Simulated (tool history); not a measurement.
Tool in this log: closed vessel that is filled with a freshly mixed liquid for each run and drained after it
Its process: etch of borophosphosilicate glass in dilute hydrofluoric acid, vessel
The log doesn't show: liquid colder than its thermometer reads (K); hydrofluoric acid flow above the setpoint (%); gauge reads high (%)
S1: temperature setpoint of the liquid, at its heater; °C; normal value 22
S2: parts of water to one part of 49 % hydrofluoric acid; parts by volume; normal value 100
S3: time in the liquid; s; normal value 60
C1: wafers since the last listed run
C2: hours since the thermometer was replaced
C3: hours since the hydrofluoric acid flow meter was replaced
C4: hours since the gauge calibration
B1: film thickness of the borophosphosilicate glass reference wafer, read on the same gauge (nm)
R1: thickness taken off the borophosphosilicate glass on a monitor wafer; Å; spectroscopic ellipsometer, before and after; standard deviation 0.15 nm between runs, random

run,day,S1,S2,S3,C1,C2,C3,C4,B1,R1
1,0,22,100,60,0,861.1,953.3,203.7,140.02,400.5
2,1.379,22,100,60,4304,894.2,986.4,236.8,139.95,399.4
3,2.233,22,100,60,2666,914.7,1006.9,257.3,140,399.4
4,2.925,22,100,40,2158,931.3,1023.5,273.9,139.99,265.8
5,3.533,22,100,60,1898,945.9,1038.1,288.5,140,398.6
6,4.146,22,100,60,1911,960.6,1052.8,303.2,139.97,396
7,5.388,22,100,60,3875,990.4,1082.6,333,140.06,395.9
8,6.267,22,100,60,2744,1011.5,1103.7,354.1,140.01,399.6
9,7.058,22,100,60,2471,1030.5,1122.7,373.1,140.04,398.7
10,7.671,22,100,60,1911,1045.2,1137.4,387.8,140,399.8
11,8.65,22,100,60,3056,1068.7,1160.9,411.3,140.02,396.7
12,10.121,22,100,60,4590,1104,1196.2,446.6,139.99,397.3
13,10.867,23.5,100,60,2327,1121.9,1214.1,464.5,139.95,424.6
14,11.846,23.5,100,60,3056,1145.4,1237.6,488,140,423.6
15,12.367,22,100,60,1625,1157.9,1250.1,500.5,140,400.9
16,13.725,20.5,60,45,4239,1190.5,1282.7,533.1,139.99,488
17,15.108,27,80,30,4317,1223.7,1315.9,566.3,139.99,310.1
18,15.883,22,100,60,2418,1242.3,1334.5,584.9,139.99,397
# day 16.504: hydrofluoric acid flow meter replaced
19,16.912,20.5,130,50,3082,1267,9.8,609.6,139.95,219
20,18.129,22,100,60,3797,1296.2,39,638.8,140,370.5
# day 18.358: thermometer replaced
21,18.942,18.5,100,60,2405,14,58.5,658.3,139.97,349
22,19.679,22,100,60,2301,31.7,76.2,676,140,401.2
23,21.125,17,145,90,4512,66.4,110.9,710.7,140.01,324.3
# day 21.675: gauge calibrated
24,21.779,17,140,30,2041,82.1,126.6,2.5,139.98,113.1
25,22.775,20,60,50,3108,106,150.5,26.4,140.05,540
26,24.021,22,100,60,3888,135.9,180.4,56.3,140,401.6
27,24.704,22,100,60,2132,152.3,196.8,72.7,140,403.2
28,25.754,22,100,60,3277,177.5,222,97.9,140.03,405.8
29,26.908,18,100,40,3602,205.2,249.7,125.6,140.02,228.2
30,28.625,26,125,60,5358,246.4,290.9,166.8,140,365.5
31,29.354,19.5,140,50,2275,263.9,308.4,184.3,140.06,207.6

Give the tool's hidden conditions for every run:
gauge reads high (%): 0 at every run
H1: liquid colder than its thermometer reads (K)
H2: hydrofluoric acid flow above the setpoint (%)
run,H1,H2
1,1.44,4.4
2,1.49,4.53
3,1.53,4.61
4,1.55,4.68
5,1.58,4.74
6,1.6,4.8
7,1.65,4.91
8,1.68,5
9,1.71,5.07
10,1.74,5.13
11,1.77,5.22
12,1.83,5.36
13,1.86,5.44
14,1.9,5.53
15,1.92,5.58
16,1.97,5.71
17,2.02,5.84
18,2.05,5.91
19,2.09,0.241
20,2.14,0.357
21,0.144,0.434
22,0.172,0.504
23,0.228,0.642
24,0.253,0.704
25,0.291,0.799
26,0.339,0.918
27,0.365,0.983
28,0.405,1.08
29,0.449,1.19
30,0.515,1.36
31,0.543,1.43

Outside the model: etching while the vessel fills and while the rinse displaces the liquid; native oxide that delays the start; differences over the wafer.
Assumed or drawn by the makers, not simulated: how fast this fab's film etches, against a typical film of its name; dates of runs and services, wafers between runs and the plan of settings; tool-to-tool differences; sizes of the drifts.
